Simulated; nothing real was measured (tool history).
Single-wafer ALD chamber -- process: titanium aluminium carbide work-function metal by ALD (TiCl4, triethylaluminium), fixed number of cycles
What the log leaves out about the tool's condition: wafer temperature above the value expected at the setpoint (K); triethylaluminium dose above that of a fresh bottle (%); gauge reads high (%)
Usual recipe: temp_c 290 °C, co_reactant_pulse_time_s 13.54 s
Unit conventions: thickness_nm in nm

run	hour	temp_c	co_reactant_pulse_time_s	wafers since the last listed run	hours since the last thermocouple change	hours since the last triethylaluminium bottle change	hours since the showerhead was replaced	hours since the gauge calibration	read-back reference wafer on the same gauge, thickness_nm	thickness_nm
1	0.0	290	13.54	0	304.2	1031.0	3279.1	1021.6	1.910	1.887
2	55.9	290	13.54	738	360.1	1086.9	3335.0	1077.5	1.910	1.894
3	85.8	290	13.54	394	390.0	1116.8	3364.9	1107.4	1.910	1.874
4	135.0	290	13.54	649	439.2	1166.0	3414.1	1156.6	1.907	1.892
5	185.4	290	10.84	665	489.6	1216.4	3464.5	1207.0	1.909	1.880
6	215.2	290	10.84	393	519.4	1246.2	3494.3	1236.8	1.913	1.856
7	266.8	290	13.54	681	571.0	1297.8	3545.9	1288.4	1.910	1.886
# hour 279.2: triethylaluminium bottle replaced
8	299.0	290	13.54	319	603.2	19.8	3578.1	1320.6	1.908	1.882
9	367.3	290	13.54	902	671.5	88.1	3646.4	1388.9	1.910	1.879
10	436.2	290	13.54	909	740.4	157.0	3715.3	1457.8	1.909	1.887
11	489.8	286	15.19	707	794.0	210.6	3768.9	1511.4	1.910	1.864
12	531.6	281	8.78	552	835.8	252.4	3810.7	1553.2	1.908	1.810
13	600.6	290	13.54	911	904.8	321.4	3879.7	1622.2	1.907	1.912
14	631.9	282	10.24	413	936.1	352.7	3911.0	1653.5	1.911	1.817
15	670.5	290	14.92	509	974.7	391.3	3949.6	1692.1	1.911	1.917
16	740.2	303	14.99	920	1044.4	461.0	4019.3	1761.8	1.911	2.045
# hour 805.2: gauge calibrated
# hour 895.3: showerhead replaced
17	912.2	294	13.54	2165	1216.4	633.0	16.9	107.0	1.911	1.988
18	958.5	290	8.74	611	1262.7	679.3	63.2	153.3	1.909	1.914
19	1014.3	298	15.47	736	1318.5	735.1	119.0	209.1	1.908	2.033
20	1068.3	300	15.67	713	1372.5	789.1	173.0	263.1	1.910	2.031
# hour 1082.7: thermocouple changed; heater temperature recalibrated
21	1116.9	294	17.72	536	34.2	837.7	221.6	311.7	1.914	1.904
22	1167.6	290	13.54	669	84.9	888.4	272.3	362.4	1.909	1.884
23	1193.8	303	13.54	346	111.1	914.6	298.5	388.6	1.914	1.987
24	1226.4	290	13.54	430	143.7	947.2	331.1	421.2	1.910	1.876
25	1272.4	290	13.54	607	189.7	993.2	377.1	467.2	1.908	1.871
26	1341.7	303	11.04	915	259.0	1062.5	446.4	536.5	1.908	1.993
27	1387.4	290	13.54	603	304.7	1108.2	492.1	582.2	1.909	1.894
28	1554.3	303	8.95	2204	471.6	1275.1	659.0	749.1	1.915	1.954
29	1608.1	283	9.26	710	525.4	1328.9	712.8	802.9	1.905	1.766
30	1671.4	278	15.80	835	588.7	1392.2	776.1	866.2	1.911	1.780
# hour 1690.6: triethylaluminium bottle replaced
31	1736.5	285	13.54	754	653.8	45.9	841.2	931.3	1.908	1.827
32	1781.0	282	9.55	587	698.3	90.4	885.7	975.8	1.910	1.790

Across each entry between runs, compare the hidden state at the last listed run before it with the hidden state at the first listed run after it:
In the gap between runs 7 and 8: triethylaluminium bottle replaced (hour 279.2)
  wafer temperature above the value expected at the setpoint (K): 2.05 -> 2.19
  measured minus no-state result, thickness_nm: +0.019 -> +0.020 nm
In the gap between runs 16 and 17: gauge calibrated (hour 805.2); showerhead replaced (hour 895.3)
  wafer temperature above the value expected at the setpoint (K): 4.8 -> 6.2
  measured minus no-state result, thickness_nm: +0.045 -> +0.059 nm
In the gap between runs 20 and 21: thermocouple changed; heater temperature recalibrated (hour 1082.7)
  wafer temperature above the value expected at the setpoint (K): 7.65 -> -0.42
  measured minus no-state result, thickness_nm: +0.072 -> -0.004 nm
In the gap between runs 30 and 31: triethylaluminium bottle replaced (hour 1690.6)
  wafer temperature above the value expected at the setpoint (K): 0.823 -> 1.11
  measured minus no-state result, thickness_nm: +0.008 -> +0.010 nm

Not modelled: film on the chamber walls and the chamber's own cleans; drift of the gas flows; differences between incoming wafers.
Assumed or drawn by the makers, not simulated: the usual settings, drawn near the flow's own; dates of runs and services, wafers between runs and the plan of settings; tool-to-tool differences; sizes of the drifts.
